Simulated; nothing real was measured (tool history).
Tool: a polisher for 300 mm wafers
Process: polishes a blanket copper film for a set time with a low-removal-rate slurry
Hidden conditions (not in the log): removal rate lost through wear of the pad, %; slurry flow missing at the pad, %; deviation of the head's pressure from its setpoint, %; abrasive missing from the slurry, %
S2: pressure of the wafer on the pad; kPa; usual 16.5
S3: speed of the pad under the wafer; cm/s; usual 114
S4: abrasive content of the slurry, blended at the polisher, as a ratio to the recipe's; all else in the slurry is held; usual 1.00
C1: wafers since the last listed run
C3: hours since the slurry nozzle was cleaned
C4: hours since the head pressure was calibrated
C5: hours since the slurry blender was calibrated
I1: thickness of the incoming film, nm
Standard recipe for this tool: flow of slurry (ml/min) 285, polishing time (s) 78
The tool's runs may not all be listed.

run 1 hour=0.0 | flow_of_slurry_(ml/min)=285 S2=16.5 S3=114 S4=1.00 polishing_time_(s)=78 | C1=0 wafers_polished_on_this_pad=3436 C3=599.2 C4=627.9 C5=263.4 | I1=1068.0 | film_removed_(nm)=212.6
run 2 hour=48.5 | flow_of_slurry_(ml/min)=285 S2=16.5 S3=114 S4=1.00 polishing_time_(s)=78 | C1=396 wafers_polished_on_this_pad=3832 C3=647.7 C4=676.4 C5=311.9 | I1=1078.6 | film_removed_(nm)=205.6
-- hour=75.3 worn pad replaced by a new one
run 3 hour=98.3 | flow_of_slurry_(ml/min)=255 S2=20.7 S3=114 S4=1.00 polishing_time_(s)=78 | C1=374 wafers_polished_on_this_pad=188 C3=697.5 C4=726.2 C5=361.7 | I1=1045.3 | film_removed_(nm)=294.1
run 4 hour=153.0 | flow_of_slurry_(ml/min)=255 S2=20.7 S3=114 S4=1.00 polishing_time_(s)=78 | C1=447 wafers_polished_on_this_pad=635 C3=752.2 C4=780.9 C5=416.4 | I1=1072.7 | film_removed_(nm)=284.4
-- hour=162.8 slurry nozzle cleaned
-- hour=204.3 slurry blender recalibrated
run 5 hour=315.9 | flow_of_slurry_(ml/min)=285 S2=16.5 S3=114 S4=1.00 polishing_time_(s)=78 | C1=1306 wafers_polished_on_this_pad=1941 C3=153.1 C4=943.8 C5=111.6 | I1=1069.2 | film_removed_(nm)=226.4
run 6 hour=373.6 | flow_of_slurry_(ml/min)=285 S2=16.5 S3=114 S4=1.00 polishing_time_(s)=78 | C1=471 wafers_polished_on_this_pad=2413 C3=210.8 C4=1001.5 C5=169.3 | I1=1060.5 | film_removed_(nm)=224.8
run 7 hour=430.5 | flow_of_slurry_(ml/min)=285 S2=16.5 S3=114 S4=1.00 polishing_time_(s)=78 | C1=465 wafers_polished_on_this_pad=2878 C3=267.7 C4=1058.4 C5=226.2 | I1=1078.8 | film_removed_(nm)=215.8
run 8 hour=481.3 | flow_of_slurry_(ml/min)=285 S2=16.5 S3=114 S4=1.00 polishing_time_(s)=78 | C1=415 wafers_polished_on_this_pad=3293 C3=318.5 C4=1109.2 C5=277.0 | I1=1069.7 | film_removed_(nm)=211.9
run 9 hour=542.8 | flow_of_slurry_(ml/min)=200 S2=16.5 S3=84 S4=1.15 polishing_time_(s)=78 | C1=502 wafers_polished_on_this_pad=3796 C3=380.0 C4=1170.7 C5=338.5 | I1=1078.2 | film_removed_(nm)=157.8
-- hour=598.0 worn pad replaced by a new one
run 10 hour=598.8 | flow_of_slurry_(ml/min)=345 S2=13.8 S3=114 S4=1.00 polishing_time_(s)=78 | C1=424 wafers_polished_on_this_pad=6 C3=436.0 C4=1226.7 C5=394.5 | I1=1074.0 | film_removed_(nm)=193.0
-- hour=610.9 slurry blender recalibrated
run 11 hour=662.7 | flow_of_slurry_(ml/min)=285 S2=16.5 S3=114 S4=1.00 polishing_time_(s)=78 | C1=505 wafers_polished_on_this_pad=512 C3=499.9 C4=1290.6 C5=51.8 | I1=1080.2 | film_removed_(nm)=237.1
run 12 hour=727.0 | flow_of_slurry_(ml/min)=365 S2=16.5 S3=114 S4=0.90 polishing_time_(s)=78 | C1=525 wafers_polished_on_this_pad=1038 C3=564.2 C4=1354.9 C5=116.1 | I1=1078.8 | film_removed_(nm)=225.4
run 13 hour=761.4 | flow_of_slurry_(ml/min)=285 S2=21.4 S3=114 S4=1.30 polishing_time_(s)=78 | C1=281 wafers_polished_on_this_pad=1319 C3=598.6 C4=1389.3 C5=150.5 | I1=1090.1 | film_removed_(nm)=320.0
run 14 hour=804.4 | flow_of_slurry_(ml/min)=355 S2=20.0 S3=114 S4=1.00 polishing_time_(s)=103 | C1=351 wafers_polished_on_this_pad=1670 C3=641.6 C4=1432.3 C5=193.5 | I1=1073.8 | film_removed_(nm)=372.7
-- hour=843.2 head pressure recalibrated
run 15 hour=853.5 | flow_of_slurry_(ml/min)=340 S2=16.5 S3=96 S4=0.85 polishing_time_(s)=78 | C1=384 wafers_polished_on_this_pad=2055 C3=690.7 C4=10.3 C5=242.6 | I1=1051.4 | film_removed_(nm)=186.4
run 16 hour=912.1 | flow_of_slurry_(ml/min)=315 S2=16.5 S3=114 S4=1.00 polishing_time_(s)=78 | C1=478 wafers_polished_on_this_pad=2534 C3=749.3 C4=68.9 C5=301.2 | I1=1058.7 | film_removed_(nm)=222.6
-- hour=994.9 slurry nozzle cleaned
-- hour=1043.4 slurry blender recalibrated
run 17 hour=1056.3 | flow_of_slurry_(ml/min)=285 S2=21.4 S3=104 S4=0.85 polishing_time_(s)=93 | C1=1153 wafers_polished_on_this_pad=3688 C3=61.4 C4=213.1 C5=12.9 | I1=1071.1 | film_removed_(nm)=274.7
run 18 hour=1099.1 | flow_of_slurry_(ml/min)=225 S2=16.5 S3=114 S4=1.00 polishing_time_(s)=78 | C1=349 wafers_polished_on_this_pad=4038 C3=104.2 C4=255.9 C5=55.7 | I1=1077.8 | film_removed_(nm)=194.7
-- hour=1108.2 worn pad replaced by a new one
run 19 hour=1155.7 | flow_of_slurry_(ml/min)=285 S2=16.5 S3=114 S4=1.00 polishing_time_(s)=78 | C1=429 wafers_polished_on_this_pad=387 C3=160.8 C4=312.5 C5=112.3 | I1=1069.5 | film_removed_(nm)=232.1
run 20 hour=1206.0 | flow_of_slurry_(ml/min)=335 S2=12.4 S3=150 S4=1.00 polishing_time_(s)=78 | C1=411 wafers_polished_on_this_pad=798 C3=211.1 C4=362.8 C5=162.6 | I1=1054.3 | film_removed_(nm)=230.1
run 21 hour=1251.6 | flow_of_slurry_(ml/min)=285 S2=12.4 S3=76 S4=0.75 polishing_time_(s)=78 | C1=372 wafers_polished_on_this_pad=1171 C3=256.7 C4=408.4 C5=208.2 | I1=1062.3 | film_removed_(nm)=110.5
run 22 hour=1279.6 | flow_of_slurry_(ml/min)=285 S2=11.7 S3=130 S4=1.00 polishing_time_(s)=78 | C1=228 wafers_polished_on_this_pad=1400 C3=284.7 C4=436.4 C5=236.2 | I1=1079.7 | film_removed_(nm)=188.9
run 23 hour=1351.2 | flow_of_slurry_(ml/min)=225 S2=13.1 S3=140 S4=1.00 polishing_time_(s)=65 | C1=585 wafers_polished_on_this_pad=1985 C3=356.3 C4=508.0 C5=307.8 | I1=1073.9 | film_removed_(nm)=175.8
run 24 hour=1394.5 | flow_of_slurry_(ml/min)=285 S2=12.4 S3=114 S4=1.00 polishing_time_(s)=70 | C1=353 wafers_polished_on_this_pad=2339 C3=399.6 C4=551.3 C5=351.1 | I1=1064.4 | film_removed_(nm)=153.5
run 25 hour=1430.0 | flow_of_slurry_(ml/min)=285 S2=16.5 S3=132 S4=0.85 polishing_time_(s)=78 | C1=290 wafers_polished_on_this_pad=2629 C3=435.1 C4=586.8 C5=386.6 | I1=1077.7 | film_removed_(nm)=243.5
-- hour=1449.5 slurry blender recalibrated
run 26 hour=1474.2 | flow_of_slurry_(ml/min)=285 S2=16.5 S3=114 S4=1.00 polishing_time_(s)=78 | C1=344 wafers_polished_on_this_pad=2974 C3=479.3 C4=631.0 C5=24.7 | I1=1067.7 | film_removed_(nm)=219.7
run 27 hour=1514.0 | flow_of_slurry_(ml/min)=285 S2=16.5 S3=114 S4=1.00 polishing_time_(s)=78 | C1=325 wafers_polished_on_this_pad=3299 C3=519.1 C4=670.8 C5=64.5 | I1=1062.3 | film_removed_(nm)=208.8
run 28 hour=1555.6 | flow_of_slurry_(ml/min)=285 S2=16.5 S3=114 S4=1.30 polishing_time_(s)=78 | C1=339 wafers_polished_on_this_pad=3639 C3=560.7 C4=712.4 C5=106.1 | I1=1082.4 | film_removed_(nm)=226.9
run 29 hour=1585.0 | flow_of_slurry_(ml/min)=285 S2=16.5 S3=114 S4=1.00 polishing_time_(s)=78 | C1=240 wafers_polished_on_this_pad=3879 C3=590.1 C4=741.8 C5=135.5 | I1=1068.1 | film_removed_(nm)=199.6
run 30 hour=1610.5 | flow_of_slurry_(ml/min)=285 S2=16.5 S3=114 S4=1.00 polishing_time_(s)=78 | C1=208 wafers_polished_on_this_pad=4088 C3=615.6 C4=767.3 C5=161.0 | I1=1056.4 | film_removed_(nm)=204.9

What if the next run were any one of these 4? Each begins from the tool's condition after run 30:
run A hour=1610.9 | flow_of_slurry_(ml/min)=285 S2=16.5 S3=114 S4=1.00 polishing_time_(s)=78 | C1=3 wafers_polished_on_this_pad=4091 C3=616.0 C4=767.7 C5=161.4 | I1=1068.5 | film_removed_(nm)=?
run B hour=1610.9 | flow_of_slurry_(ml/min)=375 S2=13.1 S3=114 S4=0.80 polishing_time_(s)=78 | C1=3 wafers_polished_on_this_pad=4091 C3=616.0 C4=767.7 C5=161.4 | I1=1068.5 | film_removed_(nm)=?
run C hour=1610.9 | flow_of_slurry_(ml/min)=195 S2=16.5 S3=88 S4=0.85 polishing_time_(s)=64 | C1=3 wafers_polished_on_this_pad=4091 C3=616.0 C4=767.7 C5=161.4 | I1=1068.5 | film_removed_(nm)=?
run D hour=1610.9 | flow_of_slurry_(ml/min)=235 S2=16.5 S3=114 S4=1.00 polishing_time_(s)=78 | C1=3 wafers_polished_on_this_pad=4091 C3=616.0 C4=767.7 C5=161.4 | I1=1068.5 | film_removed_(nm)=?

run=A film_removed_(nm)=199.8
run=B film_removed_(nm)=151.9
run=C film_removed_(nm)=120.3
run=D film_removed_(nm)=197.2
Without the tool's unlogged condition, the same runs would have read:
run=A film_removed_(nm)=234.3
run=B film_removed_(nm)=178.1
run=C film_removed_(nm)=141.1
run=D film_removed_(nm)=231.2
